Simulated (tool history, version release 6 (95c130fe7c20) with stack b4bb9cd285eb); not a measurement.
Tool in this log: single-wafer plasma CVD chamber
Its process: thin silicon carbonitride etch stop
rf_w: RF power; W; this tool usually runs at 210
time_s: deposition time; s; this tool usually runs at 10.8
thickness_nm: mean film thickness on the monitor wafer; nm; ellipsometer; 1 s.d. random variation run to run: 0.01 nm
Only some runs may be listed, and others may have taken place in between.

run	hour	rf_w	time_s	read-back reference wafer on the same gauge, thickness_nm	thickness_nm
1	0.0	210	10.8	6.512	6.607
2	9.8	210	10.8	6.509	6.607
3	22.0	210	9.6	6.506	5.882
4	28.7	210	9.6	6.507	5.888
5	44.4	230	12.3	6.511	7.884
6	57.6	230	12.3	6.511	7.874
7	66.4	230	12.3	6.512	7.891
8	73.4	225	10.8	6.513	6.850
9	87.6	190	10.8	6.508	6.268
10	94.3	190	10.8	6.510	6.287
11	108.3	190	10.8	6.513	6.268
12	125.0	210	10.8	6.512	6.609
13	142.8	210	10.8	6.512	6.636
14	156.5	230	11.6	6.508	7.445
15	167.1	210	10.8	6.512	6.601
16	175.4	200	11.9	6.508	7.109
# hour 203.4: showerhead replaced
# hour 212.2: RF generator calibrated
17	229.2	210	10.8	6.511	6.830
18	235.5	170	9.6	6.511	5.395
19	247.2	235	11.4	6.509	7.608
20	255.1	190	11.4	6.511	6.824
# hour 269.3: gauge calibrated
21	270.4	210	10.2	6.509	6.443
22	281.8	210	10.0	6.512	6.297
23	306.3	190	8.8	6.508	5.257
24	324.8	210	10.8	6.509	6.795
# hour 334.7: thermocouple changed; heater temperature recalibrated
25	336.9	180	12.2	6.509	7.068
26	346.2	180	12.3	6.511	7.109
27	361.5	210	10.8	6.510	6.772
28	367.7	245	11.4	6.509	7.709
29	380.1	225	8.8	6.509	5.716
30	389.1	195	10.1	6.511	6.085
31	400.5	190	9.7	6.509	5.764
32	418.0	195	10.8	6.508	6.525
33	425.7	210	10.8	6.511	6.767
34	437.8	195	12.9	6.508	7.763
35	448.2	220	12.1	6.511	7.758

Branching from run 35: 5 alternative next runs. What would each branch give?
A	448.6	210	10.8	?	?
B	448.6	190	12.2	?	?
C	448.6	195	8.8	?	?
D	448.6	245	10.0	?	?
E	448.6	170	12.0	?	?

run	read-back reference wafer on the same gauge, thickness_nm	thickness_nm
A	6.511	6.750
B	6.511	7.232
C	6.511	5.291
D	6.511	6.736
E	6.511	6.670
The same runs, with their run-to-run variation unchanged, on a tool lacking any hidden condition would have given:
run	thickness_nm
A	6.839
B	7.326
C	5.360
D	6.824
E	6.757

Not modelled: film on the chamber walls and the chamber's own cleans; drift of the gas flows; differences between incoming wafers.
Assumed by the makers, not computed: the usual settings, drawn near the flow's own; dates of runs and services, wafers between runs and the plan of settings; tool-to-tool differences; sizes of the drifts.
